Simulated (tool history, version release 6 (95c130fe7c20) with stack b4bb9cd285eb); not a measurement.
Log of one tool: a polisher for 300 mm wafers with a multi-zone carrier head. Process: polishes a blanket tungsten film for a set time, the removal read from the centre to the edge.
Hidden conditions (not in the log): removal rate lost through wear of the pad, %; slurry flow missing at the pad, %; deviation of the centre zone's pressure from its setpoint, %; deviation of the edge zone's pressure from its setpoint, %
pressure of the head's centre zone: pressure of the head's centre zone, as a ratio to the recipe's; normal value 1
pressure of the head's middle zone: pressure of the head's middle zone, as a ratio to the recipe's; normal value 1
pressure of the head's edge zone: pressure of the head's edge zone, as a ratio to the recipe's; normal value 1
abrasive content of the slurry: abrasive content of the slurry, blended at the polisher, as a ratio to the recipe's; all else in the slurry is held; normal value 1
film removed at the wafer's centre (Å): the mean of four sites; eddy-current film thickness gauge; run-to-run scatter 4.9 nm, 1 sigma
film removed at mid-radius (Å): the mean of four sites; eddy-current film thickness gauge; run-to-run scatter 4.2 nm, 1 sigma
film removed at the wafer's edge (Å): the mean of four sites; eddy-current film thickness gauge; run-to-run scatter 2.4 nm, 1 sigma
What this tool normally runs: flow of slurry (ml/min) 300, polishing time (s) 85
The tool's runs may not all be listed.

run    hour  flow of slurry (ml/min)  pressure of the head's centre zone  pressure of the head's middle zone  pressure of the head's edge zone  abrasive content of the slurry  polishing time (s)  wafers since the last listed run  wafers polished on this pad  hours since the slurry nozzle was cleaned  hours since the centre zone pressure was calibrated  hours since the edge zone pressure was calibrated  hours since the carrier head's membrane was replaced  incoming thickness of the incoming film, nm  film removed at the wafer's centre (Å)  film removed at mid-radius (Å)  film removed at the wafer's edge (Å)
  1       0                      300                                   1                                1.09                                 1                             0.8                  85                                 0                         4599                                      153.1                                                114.6                                              524.2                                                 202.7                                        971.4                                    3402                            3756                                  3526
  2    51.3                      330                                   1                                   1                                 1                               1                  85                               518                         5118                                      204.4                                                165.9                                              575.5                                                   254                                          975                                    3577                            3676                                  3721
  3   116.7                      300                                1.09                                   1                                 1                               1                  85                               661                         5779                                      269.8                                                231.3                                              640.9                                                 319.4                                          973                                    3835                            3641                                  3621
      193.9  -- edge zone pressure recalibrated
  4   194.4                      300                                   1                                   1                                 1                               1                  85                               765                         6545                                      347.5                                                  309                                                0.5                                                 397.1                                          977                                    3568                            3595                                  3619
  5   231.5                      300                                 1.1                                   1                               1.1                             1.1                 109                               375                         6920                                      384.6                                                346.1                                               37.6                                                 434.2                                        971.1                                    4958                            4661                                  4880
        326  -- worn pad replaced by a new one
  6   328.7                      300                                   1                                1.03                                 1                            1.15                  85                               942                           26                                      481.8                                                443.3                                              134.8                                                 531.4                                        975.6                                    3843                            3951                                  3893
  7   424.3                      350                                   1                                   1                              0.92                               1                  85                               966                          993                                      577.4                                                538.9                                              230.4                                                   627                                        963.5                                    3790                            3848                                  3689
  8     496                      300                                 1.1                                   1                               1.1                             1.1                 109                               725                         1718                                      649.1                                                610.6                                              302.1                                                 698.7                                        962.6                                    5299                            4911                                  5196
      651.5  -- slurry nozzle cleaned
  9   703.2                      300                                   1                                   1                                 1                               1                  85                              2085                         3803                                       51.7                                                817.8                                              509.3                                                 905.9                                        959.7                                    3581                            3643                                  3756
      823.6  -- centre zone pressure recalibrated
 10   978.5                      300                                   1                                   1                                 1                            1.15                  95                              2763                         6567                                        327                                                154.9                                              784.6                                                1181.2                                        976.6                                    4020                            4036                                  4100
      987.8  -- edge zone pressure recalibrated
 11  1022.5                      300                                0.88                                   1                                 1                               1                 108                               424                         6992                                        371                                                198.9                                               34.7                                                1225.2                                        957.9                                    3836                            4482                                  4496
 12  1063.4                      235                                0.96                                   1                              0.89                             1.1                  85                               413                         7405                                      411.9                                                239.8                                               75.6                                                1266.1                                        978.4                                    3241                            3472                                  3315
     1156.3  -- worn pad replaced by a new one
     1164.7  -- carrier head's membrane replaced by a new one
 13  1293.7                      300                                1.05                                0.95                              0.92                               1                 101                              2237                         1338                                      642.2                                                470.1                                              305.9                                                   129                                        965.9                                    4632                            4288                                  4392
 14  1331.2                      300                                   1                                   1                                 1                             1.2                 106                               379                         1717                                      679.7                                                507.6                                              343.4                                                 166.5                                        975.2                                    4765                            4823                                  4970
 15  1422.7                      300                                0.95                                1.05                                 1                               1                  63                               925                         2643                                      771.2                                                599.1                                              434.9                                                   258                                        969.3                                    2607                            2876                                  2800
 16  1481.6                      300                                   1                                   1                                 1                               1                  85                               595                         3238                                      830.1                                                  658                                              493.8                                                 316.9                                        956.5                                    3629                            3740                                  3771
     1568.2  -- slurry nozzle cleaned
 17  1571.8                      300                                   1                                1.07                              0.91                             1.1                 111                               901                         4140                                        3.6                                                748.2                                                584                                                 407.1                                        965.4                                    4841                            5129                                  4788
     1607.1  -- edge zone pressure recalibrated
 18  1650.1                      300                                   1                                   1                                 1                            0.75                  85                               771                         4912                                       81.9                                                826.5                                                 43                                                 485.4                                        956.4                                    3480                            3478                                  3518
 19  1721.8                      300                                1.08                                1.06                                 1                             0.8                 106                               725                         5637                                      153.6                                                898.2                                              114.7                                                 557.1                                        964.9                                    4571                            4486                                  4400
     1755.5  -- centre zone pressure recalibrated
 20  1777.4                      335                                   1                                   1                              0.89                               1                  85                               542                         6179                                      209.2                                                 21.9                                              170.3                                                 612.7                                        981.9                                    3581                            3686                                  3478
 21    1815                      300                                1.05                                   1                               1.1                               1                  85                               380                         6559                                      246.8                                                 59.5                                              207.9                                                 650.3                                        965.5                                    3720                            3540                                  3798
 22  1921.3                      370                                   1                                   1                                 1                               1                  98                              1074                         7634                                      353.1                                                165.8                                              314.2                                                 756.6                                        971.8                                    4033                            4050                                  4112

3 ways to go on from here, each from the tool as it stands after run 22. What would each give?
  A  1921.8                      300                                   1                                   1                                 1                            0.85                  85                                 5                         7639                                      353.6                                                166.3                                              314.7                                                 757.1                                        969.7                                       ?                               ?                                     ?
  B  1921.8                      300                                1.05                                   1                              0.91                             0.8                 108                                 5                         7639                                      353.6                                                166.3                                              314.7                                                 757.1                                        969.7                                       ?                               ?                                     ?
  C  1921.8                      350                                   1                                1.12                              1.08                               1                  71                                 5                         7639                                      353.6                                                166.3                                              314.7                                                 757.1                                        969.7                                       ?                               ?                                     ?

run  film removed at the wafer's centre (Å)  film removed at mid-radius (Å)  film removed at the wafer's edge (Å)
  A                                    3284                            3349                                  3399
  B                                    4329                            4202                                  4084
  C                                    2888                            3179                                  3079
Had the tool no hidden state, the same runs would have come out as:
run  film removed at the wafer's centre (Å)  film removed at mid-radius (Å)  film removed at the wafer's edge (Å)
  A                                    3589                            3660                                  3714
  B                                    4731                            4592                                  4463
  C                                    3156                            3475                                  3365

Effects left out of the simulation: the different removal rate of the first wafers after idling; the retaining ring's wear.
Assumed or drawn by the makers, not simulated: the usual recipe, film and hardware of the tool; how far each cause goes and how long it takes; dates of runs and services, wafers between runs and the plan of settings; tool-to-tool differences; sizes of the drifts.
